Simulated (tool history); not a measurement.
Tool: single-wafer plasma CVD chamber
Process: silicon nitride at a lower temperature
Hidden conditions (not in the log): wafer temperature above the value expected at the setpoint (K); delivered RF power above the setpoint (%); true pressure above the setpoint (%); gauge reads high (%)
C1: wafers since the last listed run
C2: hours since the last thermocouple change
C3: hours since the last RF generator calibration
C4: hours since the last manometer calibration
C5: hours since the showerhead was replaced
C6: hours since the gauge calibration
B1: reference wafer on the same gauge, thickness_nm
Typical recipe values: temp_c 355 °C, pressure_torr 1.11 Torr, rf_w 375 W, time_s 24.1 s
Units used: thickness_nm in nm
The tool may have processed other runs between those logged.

{"run": 1, "hour": 0.0, "temp_c": 355, "pressure_torr": 1.11, "rf_w": 375, "time_s": 24.1, "C1": 0, "C2": 1592.5, "C3": 1293.2, "C4": 2846.6, "C5": 4931.1, "C6": 126.3, "B1": 29.316, "thickness_nm": 28.903}
{"run": 2, "hour": 87.8, "temp_c": 355, "pressure_torr": 1.11, "rf_w": 375, "time_s": 24.1, "C1": 1382, "C2": 1680.3, "C3": 1381.0, "C4": 2934.4, "C5": 5018.9, "C6": 214.1, "B1": 29.296, "thickness_nm": 28.781}
{"run": 3, "hour": 170.2, "temp_c": 355, "pressure_torr": 1.11, "rf_w": 375, "time_s": 24.1, "C1": 1297, "C2": 1762.7, "C3": 1463.4, "C4": 3016.8, "C5": 5101.3, "C6": 296.5, "B1": 29.252, "thickness_nm": 28.334}
{"run": 4, "hour": 208.4, "temp_c": 355, "pressure_torr": 1.11, "rf_w": 375, "time_s": 24.1, "C1": 601, "C2": 1800.9, "C3": 1501.6, "C4": 3055.0, "C5": 5139.5, "C6": 334.7, "B1": 29.273, "thickness_nm": 28.421}
{"run": 5, "hour": 254.1, "temp_c": 355, "pressure_torr": 1.11, "rf_w": 375, "time_s": 24.1, "C1": 719, "C2": 1846.6, "C3": 1547.3, "C4": 3100.7, "C5": 5185.2, "C6": 380.4, "B1": 29.272, "thickness_nm": 28.143}
{"run": 6, "hour": 334.8, "temp_c": 355, "pressure_torr": 1.11, "rf_w": 375, "time_s": 24.1, "C1": 1270, "C2": 1927.3, "C3": 1628.0, "C4": 3181.4, "C5": 5265.9, "C6": 461.1, "B1": 29.241, "thickness_nm": 28.03}
{"hour": 356.8, "done": "capacitance manometer re-zeroed and calibrated"}
{"hour": 385.6, "done": "showerhead replaced, of another model than before"}
{"hour": 436.6, "done": "RF generator calibrated"}
{"run": 7, "hour": 437.3, "temp_c": 344, "pressure_torr": 1.11, "rf_w": 375, "time_s": 24.1, "C1": 1236, "C2": 2029.8, "C3": 0.7, "C4": 80.5, "C5": 51.7, "C6": 563.6, "B1": 29.295, "thickness_nm": 30.647}
{"hour": 449.4, "done": "gauge calibrated"}
{"run": 8, "hour": 514.1, "temp_c": 361, "pressure_torr": 1.11, "rf_w": 440, "time_s": 24.1, "C1": 1209, "C2": 2106.6, "C3": 77.5, "C4": 157.3, "C5": 128.5, "C6": 64.7, "B1": 29.295, "thickness_nm": 34.026}
{"run": 9, "hour": 573.8, "temp_c": 355, "pressure_torr": 1.11, "rf_w": 375, "time_s": 24.1, "C1": 940, "C2": 2166.3, "C3": 137.2, "C4": 217.0, "C5": 188.2, "C6": 124.4, "B1": 29.31, "thickness_nm": 30.582}
{"hour": 592.1, "done": "thermocouple changed; heater temperature recalibrated"}
{"run": 10, "hour": 614.5, "temp_c": 344, "pressure_torr": 1.01, "rf_w": 375, "time_s": 24.1, "C1": 514, "C2": 22.4, "C3": 177.9, "C4": 257.7, "C5": 228.9, "C6": 165.1, "B1": 29.314, "thickness_nm": 29.439}
{"run": 11, "hour": 690.6, "temp_c": 355, "pressure_torr": 1.11, "rf_w": 375, "time_s": 24.1, "C1": 1198, "C2": 98.5, "C3": 254.0, "C4": 333.8, "C5": 305.0, "C6": 241.2, "B1": 29.342, "thickness_nm": 30.544}
{"run": 12, "hour": 786.2, "temp_c": 355, "pressure_torr": 1.11, "rf_w": 355, "time_s": 21.7, "C1": 1505, "C2": 194.1, "C3": 349.6, "C4": 429.4, "C5": 400.6, "C6": 336.8, "B1": 29.293, "thickness_nm": 26.431}
{"run": 13, "hour": 878.9, "temp_c": 355, "pressure_torr": 0.88, "rf_w": 340, "time_s": 24.1, "C1": 1459, "C2": 286.8, "C3": 442.3, "C4": 522.1, "C5": 493.3, "C6": 429.5, "B1": 29.331, "thickness_nm": 25.006}
{"run": 14, "hour": 920.6, "temp_c": 364, "pressure_torr": 1.31, "rf_w": 320, "time_s": 21.4, "C1": 656, "C2": 328.5, "C3": 484.0, "C4": 563.8, "C5": 535.0, "C6": 471.2, "B1": 29.337, "thickness_nm": 25.848}

Run-by-run hidden state of the tool:
wafer temperature above the value expected at the setpoint (K): 0, the same for each run
true pressure above the setpoint (%): 0, the same for each run
gauge reads high (%): 0, the same for each run
H1: delivered RF power above the setpoint (%)
run=1 H1=-6.28
run=2 H1=-7.04
run=3 H1=-7.8
run=4 H1=-8.17
run=5 H1=-8.62
run=6 H1=-9.45
run=7 H1=-0.404
run=8 H1=-0.424
run=9 H1=-0.465
run=10 H1=-0.507
run=11 H1=-0.614
run=12 H1=-0.801
run=13 H1=-1.04
run=14 H1=-1.16
